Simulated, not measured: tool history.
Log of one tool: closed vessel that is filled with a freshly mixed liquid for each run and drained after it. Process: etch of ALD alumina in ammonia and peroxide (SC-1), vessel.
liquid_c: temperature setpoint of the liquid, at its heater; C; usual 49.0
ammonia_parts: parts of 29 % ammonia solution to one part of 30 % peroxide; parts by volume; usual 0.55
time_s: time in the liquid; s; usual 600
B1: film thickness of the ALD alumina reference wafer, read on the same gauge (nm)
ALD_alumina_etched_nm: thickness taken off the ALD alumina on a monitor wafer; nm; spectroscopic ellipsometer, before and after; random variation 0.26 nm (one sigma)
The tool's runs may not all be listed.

{"run": 1, "hour": 0.0, "liquid_c": 49.0, "ammonia_parts": 0.55, "time_s": 600, "B1": 60.0, "ALD_alumina_etched_nm": 33.27}
{"run": 2, "hour": 50.9, "liquid_c": 49.0, "ammonia_parts": 0.55, "time_s": 600, "B1": 59.99, "ALD_alumina_etched_nm": 33.76}
{"run": 3, "hour": 104.4, "liquid_c": 49.0, "ammonia_parts": 0.55, "time_s": 600, "B1": 60.01, "ALD_alumina_etched_nm": 33.31}
{"run": 4, "hour": 155.5, "liquid_c": 49.0, "ammonia_parts": 0.55, "time_s": 600, "B1": 60.0, "ALD_alumina_etched_nm": 33.66}
{"hour": 170.7, "done": "gauge calibrated"}
{"hour": 197.1, "done": "ammonia flow meter replaced"}
{"run": 5, "hour": 207.7, "liquid_c": 49.0, "ammonia_parts": 0.55, "time_s": 600, "B1": 60.02, "ALD_alumina_etched_nm": 33.67}
{"run": 6, "hour": 232.4, "liquid_c": 49.0, "ammonia_parts": 0.55, "time_s": 600, "B1": 60.0, "ALD_alumina_etched_nm": 33.68}
{"run": 7, "hour": 263.2, "liquid_c": 55.5, "ammonia_parts": 0.55, "time_s": 715, "B1": 59.99, "ALD_alumina_etched_nm": 56.73}
{"run": 8, "hour": 329.2, "liquid_c": 55.5, "ammonia_parts": 0.55, "time_s": 715, "B1": 60.0, "ALD_alumina_etched_nm": 55.79}
{"run": 9, "hour": 389.0, "liquid_c": 49.0, "ammonia_parts": 0.55, "time_s": 600, "B1": 59.99, "ALD_alumina_etched_nm": 33.53}
{"run": 10, "hour": 455.8, "liquid_c": 49.0, "ammonia_parts": 0.4, "time_s": 475, "B1": 60.0, "ALD_alumina_etched_nm": 25.99}
{"run": 11, "hour": 490.1, "liquid_c": 49.0, "ammonia_parts": 0.55, "time_s": 600, "B1": 60.02, "ALD_alumina_etched_nm": 33.96}
{"run": 12, "hour": 525.2, "liquid_c": 49.0, "ammonia_parts": 0.55, "time_s": 600, "B1": 59.99, "ALD_alumina_etched_nm": 33.88}
{"run": 13, "hour": 557.6, "liquid_c": 49.0, "ammonia_parts": 0.55, "time_s": 600, "B1": 60.0, "ALD_alumina_etched_nm": 34.14}
{"run": 14, "hour": 585.0, "liquid_c": 53.5, "ammonia_parts": 0.55, "time_s": 600, "B1": 59.99, "ALD_alumina_etched_nm": 43.16}
{"hour": 627.7, "done": "thermometer replaced"}
{"run": 15, "hour": 652.6, "liquid_c": 49.0, "ammonia_parts": 0.55, "time_s": 600, "B1": 60.0, "ALD_alumina_etched_nm": 32.37}
{"run": 16, "hour": 721.3, "liquid_c": 49.0, "ammonia_parts": 0.65, "time_s": 765, "B1": 60.0, "ALD_alumina_etched_nm": 42.2}
{"run": 17, "hour": 746.7, "liquid_c": 43.0, "ammonia_parts": 0.55, "time_s": 325, "B1": 60.01, "ALD_alumina_etched_nm": 12.54}
{"hour": 759.9, "done": "ammonia flow meter replaced"}
{"run": 18, "hour": 777.2, "liquid_c": 55.5, "ammonia_parts": 0.55, "time_s": 715, "B1": 60.0, "ALD_alumina_etched_nm": 55.27}
{"run": 19, "hour": 822.6, "liquid_c": 49.0, "ammonia_parts": 0.8, "time_s": 600, "B1": 59.99, "ALD_alumina_etched_nm": 34.13}
{"hour": 849.1, "done": "gauge calibrated"}
{"hour": 870.2, "done": "new drum of ammonia solution connected"}
{"run": 20, "hour": 871.2, "liquid_c": 49.0, "ammonia_parts": 0.55, "time_s": 600, "B1": 59.99, "ALD_alumina_etched_nm": 32.66}
{"run": 21, "hour": 921.5, "liquid_c": 54.0, "ammonia_parts": 0.3, "time_s": 825, "B1": 59.98, "ALD_alumina_etched_nm": 55.58}
{"run": 22, "hour": 952.9, "liquid_c": 49.0, "ammonia_parts": 0.55, "time_s": 600, "B1": 60.03, "ALD_alumina_etched_nm": 32.56}
{"run": 23, "hour": 1018.3, "liquid_c": 45.0, "ammonia_parts": 0.65, "time_s": 305, "B1": 60.0, "ALD_alumina_etched_nm": 13.61}
{"run": 24, "hour": 1053.6, "liquid_c": 58.0, "ammonia_parts": 0.4, "time_s": 600, "B1": 60.01, "ALD_alumina_etched_nm": 51.43}
{"run": 25, "hour": 1123.7, "liquid_c": 49.0, "ammonia_parts": 0.55, "time_s": 600, "B1": 59.99, "ALD_alumina_etched_nm": 33.34}
{"run": 26, "hour": 1150.2, "liquid_c": 45.0, "ammonia_parts": 0.4, "time_s": 600, "B1": 59.99, "ALD_alumina_etched_nm": 25.73}

Forecast each of these 5 alternatives for the next run:
{"run": "A", "hour": 1151.0, "liquid_c": 49.0, "ammonia_parts": 0.55, "time_s": 600, "B1": "?", "ALD_alumina_etched_nm": "?"}
{"run": "B", "hour": 1151.0, "liquid_c": 42.0, "ammonia_parts": 0.75, "time_s": 405, "B1": "?", "ALD_alumina_etched_nm": "?"}
{"run": "C", "hour": 1151.0, "liquid_c": 55.5, "ammonia_parts": 0.55, "time_s": 600, "B1": "?", "ALD_alumina_etched_nm": "?"}
{"run": "D", "hour": 1151.0, "liquid_c": 49.0, "ammonia_parts": 0.3, "time_s": 600, "B1": "?", "ALD_alumina_etched_nm": "?"}
{"run": "E", "hour": 1151.0, "liquid_c": 40.0, "ammonia_parts": 0.35, "time_s": 600, "B1": "?", "ALD_alumina_etched_nm": "?"}

run=A B1=60.00 ALD_alumina_etched_nm=33.07
run=B B1=60.00 ALD_alumina_etched_nm=15.47
run=C B1=60.00 ALD_alumina_etched_nm=46.98
run=D B1=60.00 ALD_alumina_etched_nm=31.22
run=E B1=60.00 ALD_alumina_etched_nm=18.96
Without the tool's hidden state the same runs would have given:
run=A ALD_alumina_etched_nm=32.33
run=B ALD_alumina_etched_nm=15.11
run=C ALD_alumina_etched_nm=45.97
run=D ALD_alumina_etched_nm=30.52
run=E ALD_alumina_etched_nm=18.50
